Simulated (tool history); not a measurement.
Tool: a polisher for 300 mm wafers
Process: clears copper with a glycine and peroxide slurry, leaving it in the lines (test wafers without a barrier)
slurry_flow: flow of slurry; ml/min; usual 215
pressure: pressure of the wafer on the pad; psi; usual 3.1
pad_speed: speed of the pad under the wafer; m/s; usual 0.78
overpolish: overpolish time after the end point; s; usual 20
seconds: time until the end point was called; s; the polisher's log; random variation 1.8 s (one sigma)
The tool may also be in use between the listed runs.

| run | hour | slurry_flow | pressure | pad_speed | overpolish | incoming thickness of the incoming film, nm | seconds |
|---|---|---|---|---|---|---|---|
| 1 | 0.0 | 215 | 3.1 | 0.62 | 28 | 493.2 | 143.5 |
| 2 | 64.4 | 215 | 3.1 | 0.62 | 28 | 491.3 | 146.3 |
| 3 | 103.6 | 235 | 2.6 | 0.78 | 20 | 487.6 | 146.2 |
|  | 151.4 | slurry nozzle cleaned |
| 4 | 152.5 | 235 | 2.6 | 0.78 | 20 | 494.9 | 137.4 |
| 5 | 196.7 | 215 | 3.1 | 0.92 | 20 | 493.1 | 104.4 |
|  | 231.4 | worn pad replaced by a new one |
| 6 | 231.9 | 215 | 3.1 | 0.92 | 20 | 481.0 | 101.9 |
| 7 | 280.2 | 195 | 3.8 | 0.78 | 20 | 492.8 | 101.8 |
| 8 | 349.4 | 215 | 3.1 | 0.78 | 20 | 484.8 | 117.0 |
| 9 | 389.8 | 215 | 3.1 | 0.78 | 20 | 494.1 | 115.2 |
| 10 | 426.9 | 215 | 3.1 | 0.78 | 20 | 488.0 | 116.4 |
| 11 | 467.7 | 250 | 3.1 | 0.78 | 20 | 490.0 | 112.4 |
|  | 496.7 | worn pad replaced by a new one |
| 12 | 533.5 | 250 | 3.1 | 0.78 | 20 | 483.2 | 115.9 |
| 13 | 597.2 | 215 | 3.1 | 0.78 | 20 | 491.9 | 122.1 |
| 14 | 626.6 | 215 | 3.1 | 0.78 | 20 | 487.7 | 121.6 |
| 15 | 681.0 | 215 | 3.1 | 0.78 | 20 | 484.7 | 124.0 |
|  | 706.4 | slurry nozzle cleaned |
| 16 | 706.9 | 215 | 3.1 | 0.78 | 20 | 481.8 | 117.3 |
| 17 | 753.0 | 215 | 3.1 | 0.78 | 20 | 485.1 | 116.4 |
|  | 756.4 | head pressure recalibrated |
|  | 780.7 | worn pad replaced by a new one |
| 18 | 822.5 | 215 | 3.1 | 0.78 | 20 | 498.8 | 119.8 |
| 19 | 870.0 | 175 | 4.0 | 0.96 | 13 | 481.0 | 83.1 |
| 20 | 911.1 | 170 | 3.1 | 0.78 | 20 | 484.3 | 119.2 |
| 21 | 981.7 | 170 | 3.1 | 1.02 | 20 | 491.7 | 104.3 |
| 22 | 1020.6 | 250 | 3.1 | 0.64 | 16 | 488.8 | 136.2 |
| 23 | 1068.3 | 215 | 3.1 | 0.78 | 20 | 486.1 | 119.1 |
|  | 1101.5 | worn pad replaced by a new one |
| 24 | 1123.4 | 215 | 3.1 | 0.78 | 23 | 488.3 | 123.4 |
| 25 | 1149.3 | 215 | 3.1 | 0.78 | 20 | 494.3 | 125.0 |
| 26 | 1205.1 | 215 | 3.8 | 0.62 | 20 | 489.8 | 120.9 |
| 27 | 1263.1 | 190 | 3.1 | 0.52 | 32 | 489.4 | 167.1 |
| 28 | 1308.5 | 215 | 3.1 | 0.64 | 13 | 483.4 | 143.6 |
| 29 | 1369.4 | 215 | 2.7 | 1.04 | 12 | 487.9 | 123.1 |
|  | 1391.4 | slurry nozzle cleaned |
|  | 1393.6 | worn pad replaced by a new one |
| 30 | 1414.6 | 265 | 3.1 | 0.94 | 20 | 495.0 | 100.8 |
| 31 | 1474.9 | 215 | 3.1 | 0.96 | 20 | 484.9 | 100.6 |

Forecast each of these 3 alternatives for the next run:
| A | 1475.4 | 215 | 3.1 | 0.78 | 10 | 485.5 | ? |
| B | 1475.4 | 165 | 3.1 | 0.64 | 27 | 485.5 | ? |
| C | 1475.4 | 185 | 2.2 | 0.78 | 28 | 485.5 | ? |

| run | seconds |
|---|---|
| A | 117.4 |
| B | 139.6 |
| C | 156.7 |
Without the tool's hidden state the same runs would have given:
| run | seconds |
|---|---|
| A | 116.5 |
| B | 138.2 |
| C | 155.4 |
